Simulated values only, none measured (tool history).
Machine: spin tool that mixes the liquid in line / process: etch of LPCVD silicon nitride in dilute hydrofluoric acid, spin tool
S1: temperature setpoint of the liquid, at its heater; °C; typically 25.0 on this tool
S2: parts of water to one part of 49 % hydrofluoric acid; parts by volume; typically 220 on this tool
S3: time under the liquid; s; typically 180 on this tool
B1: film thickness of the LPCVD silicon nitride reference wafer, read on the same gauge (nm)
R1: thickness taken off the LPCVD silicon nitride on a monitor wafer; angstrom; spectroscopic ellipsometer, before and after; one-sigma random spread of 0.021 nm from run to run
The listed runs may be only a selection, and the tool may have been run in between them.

run 1 hour=0.0 | S1=25.0 S2=220 S3=180 | B1=70.008 | R1=4.63
run 2 hour=103.5 | S1=25.0 S2=220 S3=180 | B1=70.002 | R1=4.49
-- hour=167.5 hydrofluoric acid flow meter replaced
run 3 hour=185.5 | S1=28.5 S2=220 S3=180 | B1=70.009 | R1=5.86
run 4 hour=270.5 | S1=28.5 S2=220 S3=180 | B1=70.010 | R1=5.68
run 5 hour=361.7 | S1=28.5 S2=220 S3=180 | B1=69.986 | R1=5.71
run 6 hour=465.4 | S1=25.0 S2=220 S3=180 | B1=69.984 | R1=4.58
run 7 hour=546.3 | S1=25.0 S2=220 S3=180 | B1=70.003 | R1=4.33
run 8 hour=649.5 | S1=25.0 S2=220 S3=180 | B1=70.002 | R1=4.63
-- hour=657.8 gauge calibrated
-- hour=679.9 hydrofluoric acid flow meter replaced
run 9 hour=729.1 | S1=25.0 S2=220 S3=180 | B1=70.006 | R1=4.16
run 10 hour=769.0 | S1=25.0 S2=220 S3=180 | B1=70.009 | R1=4.40
run 11 hour=868.3 | S1=25.0 S2=220 S3=180 | B1=69.987 | R1=4.45
run 12 hour=945.2 | S1=23.5 S2=155 S3=290 | B1=70.003 | R1=8.98
run 13 hour=1052.0 | S1=25.0 S2=220 S3=180 | B1=70.005 | R1=4.53
run 14 hour=1124.7 | S1=25.0 S2=220 S3=180 | B1=69.963 | R1=4.47
run 15 hour=1168.3 | S1=20.5 S2=220 S3=140 | B1=69.984 | R1=2.57
-- hour=1193.2 thermometer replaced
-- hour=1204.5 hydrofluoric acid flow meter replaced
run 16 hour=1258.6 | S1=25.0 S2=310 S3=180 | B1=70.011 | R1=3.26
run 17 hour=1340.0 | S1=30.0 S2=220 S3=140 | B1=70.037 | R1=4.76
run 18 hour=1430.2 | S1=28.5 S2=170 S3=110 | B1=69.992 | R1=4.85
run 19 hour=1482.0 | S1=21.0 S2=130 S3=145 | B1=70.002 | R1=4.88
run 20 hour=1544.8 | S1=25.0 S2=220 S3=180 | B1=70.005 | R1=4.90
run 21 hour=1581.4 | S1=22.5 S2=120 S3=150 | B1=70.009 | R1=6.69
run 22 hour=1681.5 | S1=20.5 S2=290 S3=180 | B1=69.977 | R1=2.81

Predict each of these 4 candidate next runs independently; none follows another, all start after run 22:
run A hour=1682.0 | S1=25.0 S2=220 S3=180 | B1=? | R1=?
run B hour=1682.0 | S1=20.5 S2=305 S3=255 | B1=? | R1=?
run C hour=1682.0 | S1=22.0 S2=255 S3=125 | B1=? | R1=?
run D hour=1682.0 | S1=25.0 S2=220 S3=270 | B1=? | R1=?

run=A B1=69.983 R1=4.89
run=B B1=69.983 R1=3.79
run=C B1=69.983 R1=2.43
run=D B1=69.983 R1=7.34
Take away the tool's hidden state, keep each run's random variation, and the runs would have read:
run=A R1=5.12
run=B R1=3.97
run=C R1=2.55
run=D R1=7.68
